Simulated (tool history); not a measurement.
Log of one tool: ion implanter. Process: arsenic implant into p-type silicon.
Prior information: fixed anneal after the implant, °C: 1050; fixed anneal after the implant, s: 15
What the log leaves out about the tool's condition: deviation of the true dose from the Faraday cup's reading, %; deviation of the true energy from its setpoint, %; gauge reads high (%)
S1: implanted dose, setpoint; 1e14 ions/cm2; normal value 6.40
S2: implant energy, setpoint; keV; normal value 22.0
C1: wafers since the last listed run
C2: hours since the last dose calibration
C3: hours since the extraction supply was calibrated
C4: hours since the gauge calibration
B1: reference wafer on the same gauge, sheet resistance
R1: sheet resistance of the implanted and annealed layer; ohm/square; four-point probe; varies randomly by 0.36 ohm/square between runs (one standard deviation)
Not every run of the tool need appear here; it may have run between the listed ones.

run 1 day=0.000 | S1=6.40 S2=22.0 | C1=0 C2=2160.7 C3=2876.7 C4=93.9 | B1=179.16 | R1=172.56
run 2 day=0.642 | S1=6.40 S2=22.0 | C1=267 C2=2176.1 C3=2892.1 C4=109.3 | B1=178.95 | R1=173.66
run 3 day=1.158 | S1=6.40 S2=22.0 | C1=215 C2=2188.5 C3=2904.5 C4=121.7 | B1=178.90 | R1=173.18
run 4 day=1.692 | S1=6.40 S2=22.0 | C1=222 C2=2201.3 C3=2917.3 C4=134.5 | B1=179.10 | R1=173.57
run 5 day=2.175 | S1=6.40 S2=22.0 | C1=201 C2=2212.9 C3=2928.9 C4=146.1 | B1=178.87 | R1=173.54
run 6 day=2.692 | S1=7.76 S2=22.0 | C1=215 C2=2225.3 C3=2941.3 C4=158.5 | B1=178.77 | R1=150.61
run 7 day=3.071 | S1=7.76 S2=22.0 | C1=158 C2=2234.4 C3=2950.4 C4=167.6 | B1=178.88 | R1=150.52
run 8 day=3.812 | S1=7.76 S2=22.0 | C1=309 C2=2252.2 C3=2968.2 C4=185.4 | B1=179.07 | R1=150.83
-- day=4.675 Faraday cup replaced and dose calibrated
run 9 day=4.696 | S1=5.54 S2=24.0 | C1=229 C2=0.5 C3=2989.4 C4=206.6 | B1=179.03 | R1=184.42
run 10 day=4.900 | S1=5.54 S2=24.0 | C1=85 C2=5.4 C3=2994.3 C4=211.5 | B1=178.96 | R1=184.38
run 11 day=5.279 | S1=5.54 S2=24.0 | C1=158 C2=14.5 C3=3003.4 C4=220.6 | B1=178.99 | R1=184.26
run 12 day=5.671 | S1=6.40 S2=22.0 | C1=163 C2=23.9 C3=3012.8 C4=230.0 | B1=179.04 | R1=167.83
run 13 day=6.225 | S1=6.40 S2=22.0 | C1=231 C2=37.2 C3=3026.1 C4=243.3 | B1=178.92 | R1=167.62
run 14 day=6.846 | S1=6.40 S2=22.0 | C1=259 C2=52.1 C3=3041.0 C4=258.2 | B1=179.08 | R1=167.45
run 15 day=7.196 | S1=6.40 S2=22.0 | C1=146 C2=60.5 C3=3049.4 C4=266.6 | B1=178.95 | R1=167.40
run 16 day=7.529 | S1=5.07 S2=17.5 | C1=139 C2=68.5 C3=3057.4 C4=274.6 | B1=179.02 | R1=205.20
-- day=8.183 extraction supply calibrated
run 17 day=8.238 | S1=6.40 S2=22.0 | C1=156 C2=85.5 C3=1.3 C4=291.6 | B1=179.06 | R1=167.57
run 18 day=8.892 | S1=6.40 S2=26.5 | C1=272 C2=101.2 C3=17.0 C4=307.3 | B1=178.97 | R1=163.23
run 19 day=9.150 | S1=6.40 S2=22.0 | C1=107 C2=107.4 C3=23.2 C4=313.5 | B1=179.02 | R1=167.69
-- day=9.429 gauge calibrated
run 20 day=11.029 | S1=6.40 S2=22.0 | C1=784 C2=152.5 C3=68.3 C4=38.4 | B1=178.86 | R1=167.43
run 21 day=11.738 | S1=5.03 S2=14.5 | C1=295 C2=169.5 C3=85.3 C4=55.4 | B1=179.15 | R1=209.77
run 22 day=12.371 | S1=7.81 S2=17.5 | C1=264 C2=184.7 C3=100.5 C4=70.6 | B1=179.11 | R1=149.51
run 23 day=13.908 | S1=6.99 S2=19.5 | C1=641 C2=221.6 C3=137.4 C4=107.5 | B1=179.13 | R1=159.42
run 24 day=14.283 | S1=6.40 S2=22.0 | C1=156 C2=230.6 C3=146.4 C4=116.5 | B1=179.07 | R1=168.12
run 25 day=14.650 | S1=5.32 S2=19.0 | C1=153 C2=239.4 C3=155.2 C4=125.3 | B1=179.00 | R1=196.82
run 26 day=15.317 | S1=4.88 S2=15.0 | C1=278 C2=255.4 C3=171.2 C4=141.3 | B1=179.16 | R1=214.86
run 27 day=15.938 | S1=8.30 S2=16.5 | C1=259 C2=270.3 C3=186.1 C4=156.2 | B1=179.03 | R1=143.88
run 28 day=16.471 | S1=6.40 S2=18.5 | C1=222 C2=283.1 C3=198.9 C4=169.0 | B1=179.06 | R1=171.60
run 29 day=18.638 | S1=5.59 S2=22.0 | C1=904 C2=335.1 C3=250.9 C4=221.0 | B1=178.99 | R1=185.24
run 30 day=19.358 | S1=6.40 S2=22.0 | C1=300 C2=352.4 C3=268.2 C4=238.3 | B1=178.94 | R1=168.47
run 31 day=19.967 | S1=6.40 S2=18.0 | C1=253 C2=367.0 C3=282.8 C4=252.9 | B1=178.91 | R1=171.84
run 32 day=20.708 | S1=6.40 S2=22.0 | C1=309 C2=384.8 C3=300.6 C4=270.7 | B1=178.99 | R1=167.92
run 33 day=21.396 | S1=6.40 S2=22.0 | C1=286 C2=401.3 C3=317.1 C4=287.2 | B1=178.88 | R1=167.77
run 34 day=21.700 | S1=6.97 S2=27.0 | C1=126 C2=408.6 C3=324.4 C4=294.5 | B1=179.19 | R1=153.10
run 35 day=22.250 | S1=5.29 S2=18.5 | C1=229 C2=421.8 C3=337.6 C4=307.7 | B1=179.07 | R1=198.48
run 36 day=22.804 | S1=4.88 S2=15.0 | C1=231 C2=435.1 C3=350.9 C4=321.0 | B1=179.02 | R1=213.55
run 37 day=23.462 | S1=6.40 S2=22.0 | C1=274 C2=450.9 C3=366.7 C4=336.8 | B1=179.07 | R1=167.57
run 38 day=24.088 | S1=6.40 S2=22.0 | C1=260 C2=465.9 C3=381.7 C4=351.8 | B1=178.99 | R1=167.85

What if the next run were any one of these 3? Each begins from the tool's condition after run 38:
run A day=24.104 | S1=6.40 S2=29.0 | C1=6 C2=466.3 C3=382.1 C4=352.2 | B1=? | R1=?
run B day=24.104 | S1=5.62 S2=29.5 | C1=6 C2=466.3 C3=382.1 C4=352.2 | B1=? | R1=?
run C day=24.104 | S1=7.23 S2=27.0 | C1=6 C2=466.3 C3=382.1 C4=352.2 | B1=? | R1=?

run=A B1=179.04 R1=161.77
run=B B1=179.04 R1=178.01
run=C B1=179.04 R1=149.31
With no hidden state in the tool, these same runs would have given:
run=A R1=161.40
run=B R1=177.59
run=C R1=148.98
